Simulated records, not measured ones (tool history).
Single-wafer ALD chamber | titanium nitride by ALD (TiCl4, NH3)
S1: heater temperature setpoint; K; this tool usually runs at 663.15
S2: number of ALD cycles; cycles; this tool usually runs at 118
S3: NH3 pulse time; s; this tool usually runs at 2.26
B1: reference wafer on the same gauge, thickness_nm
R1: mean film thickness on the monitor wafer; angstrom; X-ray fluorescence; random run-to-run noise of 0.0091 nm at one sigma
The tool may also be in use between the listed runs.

Run 1, hour 0: usual settings but S1 667.15 K, S2 128 cycles; B1 2.798. Result: R1 27.89 angstrom.
Run 2, hour 67.9: usual settings but S1 667.15 K, S2 128 cycles; B1 2.795. Result: R1 27.58 angstrom.
Run 3, hour 124.9: usual settings but S1 667.15 K, S2 128 cycles; B1 2.793. Result: R1 27.77 angstrom.
Run 4, hour 177.1: usual settings but S2 125 cycles; B1 2.795. Result: R1 27.04 angstrom.
At hour 221.9: gauge calibrated.
Run 5, hour 235.6: usual settings but S2 125 cycles; B1 2.845. Result: R1 27.59 angstrom.
At hour 292.4: showerhead replaced.
Run 6, hour 292.9: usual settings; B1 2.825. Result: R1 25.77 angstrom.
Run 7, hour 352.7: usual settings; B1 2.818. Result: R1 25.95 angstrom.
At hour 384.3: thermocouple changed; heater temperature recalibrated.
Run 8, hour 392.4: usual settings but S1 677.15 K, S2 97 cycles, S3 2.66 s; B1 2.812. Result: R1 21.36 angstrom.
Run 9, hour 437.1: usual settings but S1 676.15 K, S2 102 cycles, S3 2.57 s; B1 2.805. Result: R1 22.28 angstrom.
Run 10, hour 480: usual settings but S2 125 cycles; B1 2.805. Result: R1 27.06 angstrom.
Run 11, hour 539.9: usual settings but S2 126 cycles; B1 2.795. Result: R1 27.3 angstrom.
Run 12, hour 603.2: usual settings but S2 109 cycles, S3 1.96 s; B1 2.792. Result: R1 23.51 angstrom.
Run 13, hour 628: usual settings; B1 2.788. Result: R1 25.57 angstrom.
Run 14, hour 689.9: usual settings but S1 671.15 K; B1 2.787. Result: R1 25.69 angstrom.

How would selected steps in R1 from run to run divide? Give the signed amount a tool lacking its hidden state would still show from settings, what came in and random variation, and the signed amount left for the hidden state, including any gauge scatter that is not in both of the compared results.
What the log doesn't record here: wafer temperature above the value expected at the setpoint (K); gauge reads high (%).
Run 4 -> 5: gauge calibrated. R1 +0.55 angstrom: hidden state +0.54, all else +0.01.
Run 9 -> 10: S1 676.15 -> 663.15, S2 102 -> 125, S3 2.57 -> 2.26. R1 +4.78 angstrom: hidden state -0.12, all else +4.9.

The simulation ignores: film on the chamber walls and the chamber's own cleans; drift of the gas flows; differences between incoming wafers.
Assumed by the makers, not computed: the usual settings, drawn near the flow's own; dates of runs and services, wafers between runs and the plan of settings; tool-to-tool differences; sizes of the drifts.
